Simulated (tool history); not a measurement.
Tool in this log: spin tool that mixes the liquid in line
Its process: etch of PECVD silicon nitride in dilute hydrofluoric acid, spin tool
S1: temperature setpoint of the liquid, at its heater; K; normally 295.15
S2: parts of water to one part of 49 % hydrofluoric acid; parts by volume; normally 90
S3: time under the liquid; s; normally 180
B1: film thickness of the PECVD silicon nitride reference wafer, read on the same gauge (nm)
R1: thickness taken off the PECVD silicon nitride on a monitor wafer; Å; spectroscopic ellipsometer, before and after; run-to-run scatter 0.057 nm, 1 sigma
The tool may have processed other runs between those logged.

run 1 day=0 | S1=295.15 S2=90 S3=180 | B1=90.01 | R1=60.1
run 2 day=2.092 | S1=295.15 S2=90 S3=180 | B1=89.99 | R1=61.2
run 3 day=6.579 | S1=295.15 S2=90 S3=180 | B1=89.99 | R1=59.8
run 4 day=8.488 | S1=294.15 S2=80 S3=180 | B1=89.97 | R1=64.2
run 5 day=12.021 | S1=294.15 S2=80 S3=180 | B1=90.01 | R1=64.5
run 6 day=14.658 | S1=295.15 S2=105 S3=180 | B1=90 | R1=52.8
run 7 day=16.354 | S1=295.15 S2=105 S3=180 | B1=90.04 | R1=52.1
run 8 day=27.033 | S1=295.15 S2=90 S3=180 | B1=90.01 | R1=60.6
run 9 day=31.412 | S1=297.65 S2=90 S3=180 | B1=89.96 | R1=74.2
-- day=32.454 hydrofluoric acid flow meter replaced
run 10 day=33.088 | S1=295.15 S2=115 S3=180 | B1=89.99 | R1=50.9
run 11 day=36.462 | S1=295.15 S2=115 S3=180 | B1=90.01 | R1=51.5
run 12 day=39.342 | S1=295.15 S2=115 S3=180 | B1=89.97 | R1=51.4
run 13 day=41.542 | S1=295.15 S2=90 S3=210 | B1=89.98 | R1=75.4
run 14 day=45.275 | S1=295.15 S2=90 S3=180 | B1=90.04 | R1=66
-- day=46.346 hydrofluoric acid flow meter replaced, repeated, since the last time left the tool worse
-- day=47.788 thermometer replaced
run 15 day=49.292 | S1=296.65 S2=130 S3=215 | B1=89.99 | R1=53.2
run 16 day=50.812 | S1=295.15 S2=90 S3=210 | B1=90.02 | R1=67.3
run 17 day=52.738 | S1=295.15 S2=70 S3=180 | B1=89.99 | R1=73.6
run 18 day=54.317 | S1=293.65 S2=115 S3=90 | B1=90 | R1=20.5
run 19 day=56.317 | S1=297.65 S2=115 S3=100 | B1=90.03 | R1=30
-- day=57.425 gauge calibrated
run 20 day=58.996 | S1=295.15 S2=90 S3=180 | B1=89.98 | R1=58.8
run 21 day=61.271 | S1=295.15 S2=90 S3=180 | B1=90.02 | R1=59
run 22 day=64.404 | S1=295.15 S2=115 S3=180 | B1=90.02 | R1=46.9

Estimate the outcome of run 23 from the log above:
run 23 day=71.742 | S1=295.15 S2=90 S3=180 | B1=? | R1=?

{"run 23": {"B1": 90, "R1": 59.3}}
The same run, on a tool lacking any hidden state, would have yielded R1 57.6 Å.
